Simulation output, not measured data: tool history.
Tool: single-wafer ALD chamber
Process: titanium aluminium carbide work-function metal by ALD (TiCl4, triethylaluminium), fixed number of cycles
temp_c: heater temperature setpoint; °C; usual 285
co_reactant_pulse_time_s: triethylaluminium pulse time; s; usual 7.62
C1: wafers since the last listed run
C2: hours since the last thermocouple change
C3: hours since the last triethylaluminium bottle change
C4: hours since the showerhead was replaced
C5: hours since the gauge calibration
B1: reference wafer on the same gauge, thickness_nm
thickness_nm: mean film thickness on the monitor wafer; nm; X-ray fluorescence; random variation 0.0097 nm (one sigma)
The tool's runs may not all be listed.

Run 1, hour 0.0: usual settings; C1 0; C2 1781.1; C3 1133.9; C4 6302.2; C5 11.2; B1 2.002. Result: thickness_nm 1.626 nm.
Run 2, hour 17.6: usual settings; C1 254; C2 1798.7; C3 1151.5; C4 6319.8; C5 28.8; B1 2.002. Result: thickness_nm 1.623 nm.
Run 3, hour 32.5: usual settings; C1 215; C2 1813.6; C3 1166.4; C4 6334.7; C5 43.7; B1 2.002. Result: thickness_nm 1.620 nm.
Run 4, hour 45.7: usual settings; C1 190; C2 1826.8; C3 1179.6; C4 6347.9; C5 56.9; B1 1.998. Result: thickness_nm 1.616 nm.
Run 5, hour 52.3: usual settings; C1 95; C2 1833.4; C3 1186.2; C4 6354.5; C5 63.5; B1 2.002. Result: thickness_nm 1.623 nm.
Run 6, hour 59.0: usual settings; C1 96; C2 1840.1; C3 1192.9; C4 6361.2; C5 70.2; B1 2.001. Result: thickness_nm 1.611 nm.
Run 7, hour 71.2: usual settings; C1 176; C2 1852.3; C3 1205.1; C4 6373.4; C5 82.4; B1 2.000. Result: thickness_nm 1.611 nm.
Run 8, hour 82.0: usual settings; C1 155; C2 1863.1; C3 1215.9; C4 6384.2; C5 93.2; B1 1.998. Result: thickness_nm 1.628 nm.
Run 9, hour 88.9: usual settings; C1 99; C2 1870.0; C3 1222.8; C4 6391.1; C5 100.1; B1 1.999. Result: thickness_nm 1.627 nm.
Run 10, hour 96.2: usual settings but temp_c 288 °C, co_reactant_pulse_time_s 5.26 s; C1 105; C2 1877.3; C3 1230.1; C4 6398.4; C5 107.4; B1 2.002. Result: thickness_nm 1.346 nm.
Run 11, hour 109.8: usual settings but temp_c 288 °C, co_reactant_pulse_time_s 5.26 s; C1 196; C2 1890.9; C3 1243.7; C4 6412.0; C5 121.0; B1 2.000. Result: thickness_nm 1.327 nm.
Run 12, hour 117.8: usual settings but temp_c 288 °C, co_reactant_pulse_time_s 5.26 s; C1 115; C2 1898.9; C3 1251.7; C4 6420.0; C5 129.0; B1 1.998. Result: thickness_nm 1.330 nm.
At hour 130.4: thermocouple changed; heater temperature recalibrated.
Run 13, hour 130.8: usual settings; C1 72; C2 0.4; C3 1264.7; C4 6433.0; C5 142.0; B1 1.996. Result: thickness_nm 1.614 nm.
Run 14, hour 140.4: usual settings; C1 138; C2 10.0; C3 1274.3; C4 6442.6; C5 151.6; B1 2.003. Result: thickness_nm 1.614 nm.
Run 15, hour 150.3: usual settings but temp_c 274 °C; C1 142; C2 19.9; C3 1284.2; C4 6452.5; C5 161.5; B1 1.998. Result: thickness_nm 1.529 nm.
Run 16, hour 157.3: usual settings but co_reactant_pulse_time_s 5.00 s; C1 101; C2 26.9; C3 1291.2; C4 6459.5; C5 168.5; B1 1.995. Result: thickness_nm 1.263 nm.
At hour 178.0: triethylaluminium bottle replaced.
Run 17, hour 178.5: usual settings but temp_c 292 °C, co_reactant_pulse_time_s 8.55 s; C1 190; C2 48.1; C3 0.5; C4 6480.7; C5 189.7; B1 2.000. Result: thickness_nm 1.948 nm.
Run 18, hour 178.8: usual settings but temp_c 300 °C, co_reactant_pulse_time_s 10.40 s; C1 4; C2 48.4; C3 0.8; C4 6481.0; C5 190.0; B1 2.004. Result: thickness_nm 2.108 nm.
Run 19, hour 185.7: usual settings but temp_c 281 °C, co_reactant_pulse_time_s 9.91 s; C1 99; C2 55.3; C3 7.7; C4 6487.9; C5 196.9; B1 1.998. Result: thickness_nm 1.870 nm.
Run 20, hour 201.1: usual settings but temp_c 281 °C, co_reactant_pulse_time_s 5.96 s; C1 222; C2 70.7; C3 23.1; C4 6503.3; C5 212.3; B1 1.999. Result: thickness_nm 1.634 nm.
Run 21, hour 217.8: usual settings; C1 241; C2 87.4; C3 39.8; C4 6520.0; C5 229.0; B1 2.000. Result: thickness_nm 1.806 nm.
Run 22, hour 228.3: usual settings but temp_c 293 °C, co_reactant_pulse_time_s 9.38 s; C1 151; C2 97.9; C3 50.3; C4 6530.5; C5 239.5; B1 2.000. Result: thickness_nm 1.972 nm.
Run 23, hour 240.1: usual settings but temp_c 274 °C, co_reactant_pulse_time_s 6.53 s; C1 170; C2 109.7; C3 62.1; C4 6542.3; C5 251.3; B1 2.002. Result: thickness_nm 1.618 nm.
Run 24, hour 255.0: usual settings; C1 215; C2 124.6; C3 77.0; C4 6557.2; C5 266.2; B1 2.000. Result: thickness_nm 1.805 nm.
At hour 260.2: gauge calibrated.
Run 25, hour 263.3: usual settings but temp_c 290 °C, co_reactant_pulse_time_s 5.78 s; C1 119; C2 132.9; C3 85.3; C4 6565.5; C5 3.1; B1 1.997. Result: thickness_nm 1.643 nm.
At hour 277.5: showerhead replaced.
Run 26, hour 278.0: usual settings but temp_c 294 °C, co_reactant_pulse_time_s 9.51 s; C1 96; C2 147.6; C3 100.0; C4 0.5; C5 17.8; B1 1.995. Result: thickness_nm 1.969 nm.
Run 27, hour 282.2: usual settings; C1 60; C2 151.8; C3 104.2; C4 4.7; C5 22.0; B1 1.998. Result: thickness_nm 1.776 nm.
Run 28, hour 292.5: usual settings but temp_c 280 °C, co_reactant_pulse_time_s 8.41 s; C1 148; C2 162.1; C3 114.5; C4 15.0; C5 32.3; B1 2.002. Result: thickness_nm 1.788 nm.
Run 29, hour 332.3: usual settings; C1 574; C2 201.9; C3 154.3; C4 54.8; C5 72.1; B1 2.002. Result: thickness_nm 1.764 nm.
Run 30, hour 341.4: usual settings; C1 131; C2 211.0; C3 163.4; C4 63.9; C5 81.2; B1 2.003. Result: thickness_nm 1.770 nm.
Run 31, hour 348.3: usual settings; C1 99; C2 217.9; C3 170.3; C4 70.8; C5 88.1; B1 1.999. Result: thickness_nm 1.768 nm.
Run 32, hour 359.0: usual settings but temp_c 297 °C, co_reactant_pulse_time_s 9.01 s; C1 154; C2 228.6; C3 181.0; C4 81.5; C5 98.8; B1 1.999. Result: thickness_nm 1.960 nm.
Run 33, hour 373.6: usual settings but temp_c 281 °C; C1 210; C2 243.2; C3 195.6; C4 96.1; C5 113.4; B1 2.002. Result: thickness_nm 1.709 nm.
Run 34, hour 383.3: usual settings but temp_c 300 °C, co_reactant_pulse_time_s 8.62 s; C1 140; C2 252.9; C3 205.3; C4 105.8; C5 123.1; B1 2.000. Result: thickness_nm 1.942 nm.

Forecast each of these 3 alternatives for the next run:
Run A, hour 383.7: usual settings; C1 5; C2 253.3; C3 205.7; C4 106.2; C5 123.5; B1 ?. Result: thickness_nm ?.
Run B, hour 383.7: usual settings but temp_c 297 °C; C1 5; C2 253.3; C3 205.7; C4 106.2; C5 123.5; B1 ?. Result: thickness_nm ?.
Run C, hour 383.7: usual settings but co_reactant_pulse_time_s 5.78 s; C1 5; C2 253.3; C3 205.7; C4 106.2; C5 123.5; B1 ?. Result: thickness_nm ?.

run     B1  thickness_nm
  A  2.001         1.737
  B  2.001         1.847
  C  2.001         1.540
Without the tool's hidden state the same runs would have given:
run  thickness_nm
  A         1.842
  B         1.959
  C         1.685
